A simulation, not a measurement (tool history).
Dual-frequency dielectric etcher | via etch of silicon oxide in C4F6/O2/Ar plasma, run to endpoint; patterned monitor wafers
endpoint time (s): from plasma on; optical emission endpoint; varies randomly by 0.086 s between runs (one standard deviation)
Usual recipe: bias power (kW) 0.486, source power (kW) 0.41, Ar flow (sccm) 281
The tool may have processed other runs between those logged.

run,hour,bias power (kW),source power (kW),Ar flow (sccm),wafers since the last listed run,hours since the last wet clean,hours since the last bias power generator calibration,hours since the last source power generator calibration,hours since the last Ar flow controller change,hours since the last upper electrode change,"incoming incoming film thickness, nm",endpoint time (s)
1,0,0.486,0.41,281,0,516.5,3091.7,2141.6,3541.9,2849.9,78.5,17.3
# hour 40.3: upper electrode replaced
2,40.8,0.486,0.41,308,297,557.3,3132.5,2182.4,3582.7,0.5,78,17.4
3,41.2,0.486,0.41,281,7,557.7,3132.9,2182.8,3583.1,0.9,78.1,17.2
4,44.9,0.486,0.41,281,65,561.4,3136.6,2186.5,3586.8,4.6,77.7,17.1
5,56.7,0.486,0.41,281,208,573.2,3148.4,2198.3,3598.6,16.4,77.8,17.2
6,71,0.486,0.41,281,253,587.5,3162.7,2212.6,3612.9,30.7,77.6,17.3
7,85.4,0.486,0.36,281,254,601.9,3177.1,2227,3627.3,45.1,77.4,18.3
8,92.5,0.486,0.36,281,125,609,3184.2,2234.1,3634.4,52.2,77.4,18.4
9,103.1,0.438,0.41,303,187,619.6,3194.8,2244.7,3645,62.8,77.7,18.1
# hour 120.4: Ar flow controller replaced
10,120.9,0.486,0.41,281,208,637.4,3212.6,2262.5,0.5,80.6,77.6,17.1
11,132,0.401,0.35,335,196,648.5,3223.7,2273.6,11.6,91.7,77.4,20.8
# hour 150.1: bias power generator calibrated
# hour 166.6: wet clean of the chamber
12,167.1,0.486,0.41,325,258,0.5,17,2308.7,46.7,126.8,78.3,16.8
13,167.4,0.486,0.41,341,5,0.8,17.3,2309,47,127.1,77.2,16.8
14,167.7,0.557,0.41,257,5,1.1,17.6,2309.3,47.3,127.4,78.2,15.4
# hour 177.5: source power generator calibrated
15,178.3,0.486,0.41,281,116,11.7,28.2,0.8,57.9,138,77.9,16.5
16,187.1,0.401,0.44,281,155,20.5,37,9.6,66.7,146.8,77.9,17.3
17,202.8,0.368,0.33,308,277,36.2,52.7,25.3,82.4,162.5,77,21.3
18,216.3,0.375,0.41,341,238,49.7,66.2,38.8,95.9,176,78,19.1
19,224.2,0.372,0.44,221,139,57.6,74.1,46.7,103.8,183.9,77.7,17.5
20,241,0.574,0.47,229,297,74.4,90.9,63.5,120.6,200.7,78.5,14.1
21,248.8,0.486,0.51,215,138,82.2,98.7,71.3,128.4,208.5,78.3,14.5
22,259.2,0.574,0.47,229,184,92.6,109.1,81.7,138.8,218.9,77.8,14
23,272.7,0.486,0.41,281,238,106.1,122.6,95.2,152.3,232.4,77.2,16.5

Predict the results of run 24:
24,279,0.432,0.41,346,111,112.4,128.9,101.5,158.6,238.7,77.7,?

{"run 24": {"endpoint time (s)": 17.8}}
On a tool with no hidden condition, and with the same random variation, this run would have come out at endpoint time (s) 17.6.
